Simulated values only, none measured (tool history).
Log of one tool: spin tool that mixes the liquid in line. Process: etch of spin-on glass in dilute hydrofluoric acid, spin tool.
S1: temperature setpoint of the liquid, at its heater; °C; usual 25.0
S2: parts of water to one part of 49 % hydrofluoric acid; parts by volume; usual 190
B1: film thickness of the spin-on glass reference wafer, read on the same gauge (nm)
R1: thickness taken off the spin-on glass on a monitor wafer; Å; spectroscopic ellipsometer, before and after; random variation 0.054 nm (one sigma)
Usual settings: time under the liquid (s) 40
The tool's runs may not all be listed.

Run 1, hour 0.0: usual settings; B1 80.00. Result: R1 60.6 Å.
At hour 3.5: hydrofluoric acid flow meter replaced.
Run 2, hour 78.4: usual settings; B1 80.02. Result: R1 59.1 Å.
Run 3, hour 116.8: usual settings; B1 80.01. Result: R1 59.4 Å.
Run 4, hour 178.2: usual settings; B1 80.03. Result: R1 60.3 Å.
Run 5, hour 258.4: usual settings; B1 80.00. Result: R1 61.4 Å.
Run 6, hour 344.7: usual settings but S2 125 parts by volume, time under the liquid (s) 50; B1 80.00. Result: R1 127.7 Å.
Run 7, hour 451.1: usual settings but S2 125 parts by volume, time under the liquid (s) 50; B1 80.00. Result: R1 126.9 Å.
At hour 464.0: thermometer replaced.
At hour 512.9: hydrofluoric acid flow meter replaced.
Run 8, hour 547.8: usual settings but S2 125 parts by volume, time under the liquid (s) 50; B1 79.99. Result: R1 118.6 Å.
Run 9, hour 586.7: usual settings; B1 80.01. Result: R1 58.2 Å.
Run 10, hour 667.9: usual settings; B1 80.01. Result: R1 60.0 Å.
Run 11, hour 775.3: usual settings but S1 29.5 °C, S2 215 parts by volume; B1 79.99. Result: R1 61.4 Å.
Run 12, hour 854.6: usual settings but S1 23.5 °C, time under the liquid (s) 55; B1 79.99. Result: R1 80.4 Å.
At hour 869.8: gauge calibrated.
Run 13, hour 894.7: usual settings but S2 100 parts by volume; B1 80.00. Result: R1 128.3 Å.
At hour 951.0: hydrofluoric acid flow meter replaced.
Run 14, hour 962.3: usual settings but S2 235 parts by volume, time under the liquid (s) 20; B1 80.00. Result: R1 22.6 Å.
Run 15, hour 1045.3: usual settings but S1 22.0 °C, S2 260 parts by volume; B1 80.01. Result: R1 36.1 Å.
Run 16, hour 1138.7: usual settings but S1 23.5 °C, S2 105 parts by volume; B1 79.99. Result: R1 112.7 Å.
Run 17, hour 1205.5: usual settings; B1 79.98. Result: R1 60.3 Å.
Run 18, hour 1256.6: usual settings; B1 79.99. Result: R1 60.3 Å.
At hour 1264.3: thermometer replaced.
Run 19, hour 1342.5: usual settings but S1 21.5 °C; B1 80.02. Result: R1 54.4 Å.
Run 20, hour 1393.2: usual settings but S1 28.5 °C, S2 110 parts by volume, time under the liquid (s) 60; B1 79.98. Result: R1 198.7 Å.
At hour 1405.3: hydrofluoric acid flow meter replaced.
Run 21, hour 1462.5: usual settings but S1 23.5 °C, S2 240 parts by volume, time under the liquid (s) 55; B1 79.99. Result: R1 57.0 Å.

Forecast each of these 3 alternatives for the next run:
Run A, hour 1462.9: usual settings; B1 ?. Result: R1 ?.
Run B, hour 1462.9: usual settings but S1 29.5 °C; B1 ?. Result: R1 ?.
Run C, hour 1462.9: usual settings but time under the liquid (s) 50; B1 ?. Result: R1 ?.

run     B1    R1
  A  80.00  59.4
  B  80.00  69.8
  C  80.00  74.3
Without the tool's hidden state the same runs would have given:
run    R1
  A  58.9
  B  69.2
  C  73.6

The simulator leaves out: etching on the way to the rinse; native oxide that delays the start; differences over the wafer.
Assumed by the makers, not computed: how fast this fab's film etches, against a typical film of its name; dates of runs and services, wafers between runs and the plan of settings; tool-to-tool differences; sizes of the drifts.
